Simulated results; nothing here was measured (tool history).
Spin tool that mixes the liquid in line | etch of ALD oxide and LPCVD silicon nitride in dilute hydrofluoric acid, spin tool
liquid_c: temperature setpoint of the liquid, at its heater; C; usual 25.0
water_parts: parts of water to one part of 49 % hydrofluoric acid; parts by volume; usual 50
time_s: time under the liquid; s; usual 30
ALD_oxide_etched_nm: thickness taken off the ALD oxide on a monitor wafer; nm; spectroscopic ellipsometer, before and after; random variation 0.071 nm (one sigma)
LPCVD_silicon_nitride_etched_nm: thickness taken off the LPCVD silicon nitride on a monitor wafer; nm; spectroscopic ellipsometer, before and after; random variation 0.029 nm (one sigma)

run	hour	liquid_c	water_parts	time_s	read-back film thickness of the ALD oxide reference wafer, read on the same gauge (nm)	read-back film thickness of the LPCVD silicon nitride reference wafer, read on the same gauge (nm)	ALD_oxide_etched_nm	LPCVD_silicon_nitride_etched_nm
1	0.0	25.0	55	40	109.97	149.939	10.58	0.324
2	17.4	25.0	55	40	109.99	149.967	10.50	0.406
3	33.1	27.0	50	15	110.01	149.994	4.79	0.203
4	39.8	27.0	50	15	110.01	150.015	4.78	0.225
5	57.0	25.0	50	30	109.99	149.962	9.01	0.336
6	65.2	25.0	50	30	109.98	149.975	8.90	0.380
7	73.4	25.0	50	30	109.99	149.971	8.85	0.269
8	82.9	25.0	50	30	110.03	150.011	8.93	0.356
9	89.2	25.0	50	30	110.00	150.016	8.89	0.387
10	97.6	20.5	75	15	110.01	150.016	2.45	0.087
# hour 109.4: thermometer replaced
11	115.7	28.5	75	30	110.01	149.978	6.04	0.288
12	125.6	25.0	35	15	110.02	150.041	6.03	0.240
13	140.2	25.0	50	30	109.99	150.000	8.17	0.375
14	155.9	25.0	50	30	110.02	149.985	8.32	0.285
# hour 156.3: gauge calibrated
15	167.7	29.5	35	40	110.01	149.976	19.49	0.700
16	179.1	20.5	65	15	110.03	149.991	2.59	0.087
17	189.9	25.0	50	30	110.02	150.003	8.36	0.318
# hour 193.5: hydrofluoric acid flow meter replaced
18	204.8	25.0	70	30	110.04	150.025	5.82	0.201
19	221.0	25.0	50	30	110.02	149.971	8.31	0.356
20	232.5	22.5	40	15	109.99	150.028	4.83	0.155
21	241.7	25.0	50	30	109.99	149.998	8.35	0.301
22	258.1	27.0	30	40	110.02	150.022	20.69	0.757
23	266.8	27.0	70	15	110.00	150.024	3.14	0.143
24	282.0	25.0	25	40	110.00	150.007	23.10	0.658
25	296.4	25.0	50	30	109.98	149.983	8.44	0.312

Forecast each of these 5 alternatives for the next run:
A	296.8	25.0	50	30	?	?	?	?
B	296.8	22.5	35	25	?	?	?	?
C	296.8	22.5	70	15	?	?	?	?
D	296.8	20.5	50	30	?	?	?	?
E	296.8	27.5	50	30	?	?	?	?

run	read-back film thickness of the ALD oxide reference wafer, read on the same gauge (nm)	read-back film thickness of the LPCVD silicon nitride reference wafer, read on the same gauge (nm)	ALD_oxide_etched_nm	LPCVD_silicon_nitride_etched_nm
A	110.01	150.028	8.46	0.300
B	110.01	150.028	9.27	0.299
C	110.01	150.028	2.66	0.091
D	110.01	150.028	7.03	0.221
E	110.01	150.028	9.36	0.354
Without the tool's hidden state the same runs would have given:
run	ALD_oxide_etched_nm	LPCVD_silicon_nitride_etched_nm
A	8.25	0.288
B	9.03	0.286
C	2.59	0.087
D	6.84	0.212
E	9.13	0.340

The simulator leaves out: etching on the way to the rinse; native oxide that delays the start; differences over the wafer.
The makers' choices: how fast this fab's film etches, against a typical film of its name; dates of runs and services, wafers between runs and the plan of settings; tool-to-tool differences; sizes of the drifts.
